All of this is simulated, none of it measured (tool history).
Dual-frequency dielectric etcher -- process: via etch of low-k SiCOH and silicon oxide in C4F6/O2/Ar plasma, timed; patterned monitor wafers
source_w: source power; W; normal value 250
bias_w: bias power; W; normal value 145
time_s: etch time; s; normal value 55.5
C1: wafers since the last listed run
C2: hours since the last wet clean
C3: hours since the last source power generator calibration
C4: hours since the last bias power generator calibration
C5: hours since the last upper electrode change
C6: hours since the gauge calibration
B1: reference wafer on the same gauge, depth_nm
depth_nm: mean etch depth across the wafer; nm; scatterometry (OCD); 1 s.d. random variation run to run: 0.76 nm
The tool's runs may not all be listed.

{"run": 1, "day": 0.0, "source_w": 230, "bias_w": 145, "time_s": 55.5, "C1": 0, "C2": 215.3, "C3": 2223.1, "C4": 3768.2, "C5": 4153.8, "C6": 944.6, "B1": 101.9, "depth_nm": 110.5}
{"run": 2, "day": 0.771, "source_w": 230, "bias_w": 145, "time_s": 55.5, "C1": 307, "C2": 233.8, "C3": 2241.6, "C4": 3786.7, "C5": 4172.3, "C6": 963.1, "B1": 101.8, "depth_nm": 111.3}
{"run": 3, "day": 2.2, "source_w": 210, "bias_w": 145, "time_s": 55.5, "C1": 570, "C2": 268.1, "C3": 2275.9, "C4": 3821.0, "C5": 4206.6, "C6": 997.4, "B1": 101.8, "depth_nm": 107.3}
{"run": 4, "day": 2.933, "source_w": 210, "bias_w": 145, "time_s": 55.5, "C1": 292, "C2": 285.7, "C3": 2293.5, "C4": 3838.6, "C5": 4224.2, "C6": 1015.0, "B1": 102.1, "depth_nm": 107.5}
{"run": 5, "day": 3.867, "source_w": 210, "bias_w": 145, "time_s": 55.5, "C1": 372, "C2": 308.1, "C3": 2315.9, "C4": 3861.0, "C5": 4246.6, "C6": 1037.4, "B1": 102.0, "depth_nm": 106.9}
{"run": 6, "day": 4.754, "source_w": 250, "bias_w": 145, "time_s": 55.5, "C1": 354, "C2": 329.4, "C3": 2337.2, "C4": 3882.3, "C5": 4267.9, "C6": 1058.7, "B1": 102.1, "depth_nm": 115.2}
{"run": 7, "day": 5.967, "source_w": 250, "bias_w": 135, "time_s": 55.5, "C1": 483, "C2": 358.5, "C3": 2366.3, "C4": 3911.4, "C5": 4297.0, "C6": 1087.8, "B1": 102.0, "depth_nm": 112.8}
{"day": 6.4, "done": "bias power generator calibrated"}
{"run": 8, "day": 7.221, "source_w": 250, "bias_w": 135, "time_s": 55.5, "C1": 433, "C2": 388.6, "C3": 2396.4, "C4": 19.7, "C5": 4327.1, "C6": 1117.9, "B1": 101.9, "depth_nm": 111.4}
{"day": 9.117, "done": "gauge calibrated"}
{"day": 9.2, "done": "upper electrode replaced"}
{"run": 9, "day": 9.221, "source_w": 250, "bias_w": 135, "time_s": 55.5, "C1": 398, "C2": 436.6, "C3": 2444.4, "C4": 67.7, "C5": 0.5, "C6": 2.5, "B1": 101.9, "depth_nm": 111.8}
{"run": 10, "day": 11.9, "source_w": 250, "bias_w": 145, "time_s": 55.5, "C1": 1068, "C2": 500.9, "C3": 2508.7, "C4": 132.0, "C5": 64.8, "C6": 66.8, "B1": 101.6, "depth_nm": 112.9}
{"day": 13.821, "done": "wet clean of the chamber"}
{"run": 11, "day": 13.842, "source_w": 250, "bias_w": 145, "time_s": 55.5, "C1": 375, "C2": 0.5, "C3": 2555.3, "C4": 178.6, "C5": 111.4, "C6": 113.4, "B1": 101.7, "depth_nm": 118.0}
{"run": 12, "day": 14.421, "source_w": 250, "bias_w": 171, "time_s": 55.5, "C1": 231, "C2": 14.4, "C3": 2569.2, "C4": 192.5, "C5": 125.3, "C6": 127.3, "B1": 102.2, "depth_nm": 122.1}
{"run": 13, "day": 15.833, "source_w": 250, "bias_w": 145, "time_s": 55.5, "C1": 563, "C2": 48.3, "C3": 2603.1, "C4": 226.4, "C5": 159.2, "C6": 161.2, "B1": 101.9, "depth_nm": 117.9}
{"run": 14, "day": 17.071, "source_w": 250, "bias_w": 135, "time_s": 55.5, "C1": 493, "C2": 78.0, "C3": 2632.8, "C4": 256.1, "C5": 188.9, "C6": 190.9, "B1": 101.8, "depth_nm": 114.9}
{"day": 17.417, "done": "source power generator calibrated"}
{"run": 15, "day": 17.883, "source_w": 270, "bias_w": 145, "time_s": 55.5, "C1": 257, "C2": 97.5, "C3": 11.2, "C4": 275.6, "C5": 208.4, "C6": 210.4, "B1": 102.1, "depth_nm": 120.5}
{"run": 16, "day": 18.629, "source_w": 220, "bias_w": 114, "time_s": 55.5, "C1": 297, "C2": 115.4, "C3": 29.1, "C4": 293.5, "C5": 226.3, "C6": 228.3, "B1": 101.9, "depth_nm": 104.9}
{"run": 17, "day": 19.812, "source_w": 230, "bias_w": 145, "time_s": 55.5, "C1": 472, "C2": 143.8, "C3": 57.5, "C4": 321.9, "C5": 254.7, "C6": 256.7, "B1": 102.2, "depth_nm": 111.1}
{"run": 18, "day": 20.488, "source_w": 230, "bias_w": 167, "time_s": 39.0, "C1": 269, "C2": 160.0, "C3": 73.7, "C4": 338.1, "C5": 270.9, "C6": 272.9, "B1": 102.0, "depth_nm": 82.0}
{"run": 19, "day": 21.371, "source_w": 270, "bias_w": 110, "time_s": 55.5, "C1": 352, "C2": 181.2, "C3": 94.9, "C4": 359.3, "C5": 292.1, "C6": 294.1, "B1": 102.2, "depth_nm": 113.6}
{"run": 20, "day": 22.538, "source_w": 210, "bias_w": 145, "time_s": 55.5, "C1": 465, "C2": 209.2, "C3": 122.9, "C4": 387.3, "C5": 320.1, "C6": 322.1, "B1": 102.0, "depth_nm": 107.7}
{"run": 21, "day": 23.283, "source_w": 250, "bias_w": 124, "time_s": 71.5, "C1": 297, "C2": 227.1, "C3": 140.8, "C4": 405.2, "C5": 338.0, "C6": 340.0, "B1": 102.1, "depth_nm": 144.1}
{"run": 22, "day": 24.579, "source_w": 230, "bias_w": 133, "time_s": 55.5, "C1": 517, "C2": 258.2, "C3": 171.9, "C4": 436.3, "C5": 369.1, "C6": 371.1, "B1": 101.7, "depth_nm": 110.2}
{"run": 23, "day": 25.454, "source_w": 250, "bias_w": 145, "time_s": 55.5, "C1": 349, "C2": 279.2, "C3": 192.9, "C4": 457.3, "C5": 390.1, "C6": 392.1, "B1": 101.8, "depth_nm": 116.2}
{"run": 24, "day": 26.654, "source_w": 250, "bias_w": 135, "time_s": 55.5, "C1": 478, "C2": 308.0, "C3": 221.7, "C4": 486.1, "C5": 418.9, "C6": 420.9, "B1": 102.1, "depth_nm": 114.8}
{"run": 25, "day": 27.325, "source_w": 250, "bias_w": 145, "time_s": 62.5, "C1": 267, "C2": 324.1, "C3": 237.8, "C4": 502.2, "C5": 435.0, "C6": 437.0, "B1": 101.9, "depth_nm": 128.3}
{"run": 26, "day": 28.508, "source_w": 300, "bias_w": 145, "time_s": 55.5, "C1": 472, "C2": 352.5, "C3": 266.2, "C4": 530.6, "C5": 463.4, "C6": 465.4, "B1": 101.9, "depth_nm": 122.9}
{"run": 27, "day": 30.025, "source_w": 250, "bias_w": 145, "time_s": 49.5, "C1": 605, "C2": 388.9, "C3": 302.6, "C4": 567.0, "C5": 499.8, "C6": 501.8, "B1": 102.2, "depth_nm": 101.6}
{"run": 28, "day": 31.1, "source_w": 250, "bias_w": 145, "time_s": 71.0, "C1": 428, "C2": 414.7, "C3": 328.4, "C4": 592.8, "C5": 525.6, "C6": 527.6, "B1": 102.0, "depth_nm": 146.2}
{"run": 29, "day": 32.308, "source_w": 290, "bias_w": 166, "time_s": 46.5, "C1": 482, "C2": 443.7, "C3": 357.4, "C4": 621.8, "C5": 554.6, "C6": 556.6, "B1": 101.9, "depth_nm": 103.7}
{"run": 30, "day": 33.771, "source_w": 230, "bias_w": 145, "time_s": 55.5, "C1": 583, "C2": 478.8, "C3": 392.5, "C4": 656.9, "C5": 589.7, "C6": 591.7, "B1": 102.1, "depth_nm": 108.8}
{"run": 31, "day": 34.625, "source_w": 310, "bias_w": 176, "time_s": 55.5, "C1": 340, "C2": 499.3, "C3": 413.0, "C4": 677.4, "C5": 610.2, "C6": 612.2, "B1": 102.2, "depth_nm": 128.4}

3 options for the next run, each taken on its own from the tool as it stands now. Forecast them:
{"run": "A", "day": 34.642, "source_w": 250, "bias_w": 136, "time_s": 55.5, "C1": 6, "C2": 499.7, "C3": 413.4, "C4": 677.8, "C5": 610.6, "C6": 612.6, "B1": "?", "depth_nm": "?"}
{"run": "B", "day": 34.642, "source_w": 290, "bias_w": 145, "time_s": 42.5, "C1": 6, "C2": 499.7, "C3": 413.4, "C4": 677.8, "C5": 610.6, "C6": 612.6, "B1": "?", "depth_nm": "?"}
{"run": "C", "day": 34.642, "source_w": 310, "bias_w": 136, "time_s": 55.5, "C1": 6, "C2": 499.7, "C3": 413.4, "C4": 677.8, "C5": 610.6, "C6": 612.6, "B1": "?", "depth_nm": "?"}

run=A B1=101.8 depth_nm=111.4
run=B B1=101.8 depth_nm=92.0
run=C B1=101.8 depth_nm=121.8
With no hidden state in the tool, these same runs would have given:
run=A depth_nm=115.3
run=B depth_nm=95.2
run=C depth_nm=126.1

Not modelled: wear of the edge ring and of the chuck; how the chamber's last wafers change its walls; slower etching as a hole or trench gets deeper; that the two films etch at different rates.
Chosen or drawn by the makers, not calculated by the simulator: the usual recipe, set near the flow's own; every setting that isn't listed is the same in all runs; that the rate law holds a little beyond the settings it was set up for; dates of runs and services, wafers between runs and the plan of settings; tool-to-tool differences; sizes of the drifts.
